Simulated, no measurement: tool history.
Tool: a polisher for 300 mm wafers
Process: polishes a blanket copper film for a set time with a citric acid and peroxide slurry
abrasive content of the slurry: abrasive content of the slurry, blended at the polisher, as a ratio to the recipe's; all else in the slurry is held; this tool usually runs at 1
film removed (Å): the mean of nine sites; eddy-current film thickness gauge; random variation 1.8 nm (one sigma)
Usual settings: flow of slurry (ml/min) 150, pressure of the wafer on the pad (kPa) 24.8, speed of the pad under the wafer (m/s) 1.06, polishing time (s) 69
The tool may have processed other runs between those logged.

run	hour	flow of slurry (ml/min)	pressure of the wafer on the pad (kPa)	speed of the pad under the wafer (m/s)	abrasive content of the slurry	polishing time (s)	wafers since the last listed run	wafers polished on this pad	hours since the slurry nozzle was cleaned	hours since the head pressure was calibrated	hours since the slurry blender was calibrated	incoming thickness of the incoming film, nm	film removed (Å)
1	0	150	24.8	1.06	1	59	0	1956	48.8	1154.3	327.8	546.4	1394
# hour 30.1: slurry blender recalibrated
# hour 41.7: worn pad replaced by a new one
2	52.4	150	24.8	1.06	1	59	603	138	101.2	1206.7	22.3	542.4	1368
3	126.7	115	24.8	1.06	1	55	965	1104	175.5	1281	96.6	551.2	1162
4	202.8	115	24.8	1.06	1	55	988	2093	251.6	1357.1	172.7	558.5	1116
# hour 228: worn pad replaced by a new one
5	266.2	150	24.8	1.06	1	69	771	496	315	1420.5	236.1	555.5	1500
6	369.9	150	24.8	1.06	1	69	1347	1844	418.7	1524.2	339.8	549	1516
# hour 395.2: head pressure recalibrated
# hour 412.6: slurry blender recalibrated
# hour 451.8: worn pad replaced by a new one
7	473	150	24.8	1.06	1	69	1235	275	521.8	77.8	60.4	558.1	1502
8	520.6	185	24.8	1.06	1	69	618	894	569.4	125.4	108	546.8	1515
# hour 553.1: slurry nozzle cleaned
9	579.5	150	20.7	1.06	1	83	752	1646	26.4	184.3	166.9	553.1	1635
10	633.9	150	24.8	1.06	1	69	706	2353	80.8	238.7	221.3	558.3	1617
# hour 644.3: worn pad replaced by a new one
11	685.8	100	17.2	1.06	1.2	62	622	539	132.7	290.6	273.2	552.9	920
12	755.4	150	24.8	1.06	1	69	904	1444	202.3	360.2	342.8	559.1	1529
# hour 763.1: slurry blender recalibrated
13	821.6	190	24.8	0.78	0.9	69	834	2278	268.5	426.4	58.5	553.8	1174
# hour 859.4: worn pad replaced by a new one
14	927.7	150	24.8	1.22	1	58	1326	888	374.6	532.5	164.6	552.1	1423
15	988	165	24.8	0.8	1	69	783	1671	434.9	592.8	224.9	550.6	1138

What does the tool deliver on the next run?
# hour 1056.7: worn pad replaced by a new one
16	1072.9	150	24.8	1.06	1	59	1051	210	519.8	677.7	309.8	544.3	?

film removed (Å): 1269
Take away the tool's hidden state, keep the run-to-run variation as it was, and the same run would have given film removed (Å) 1431.
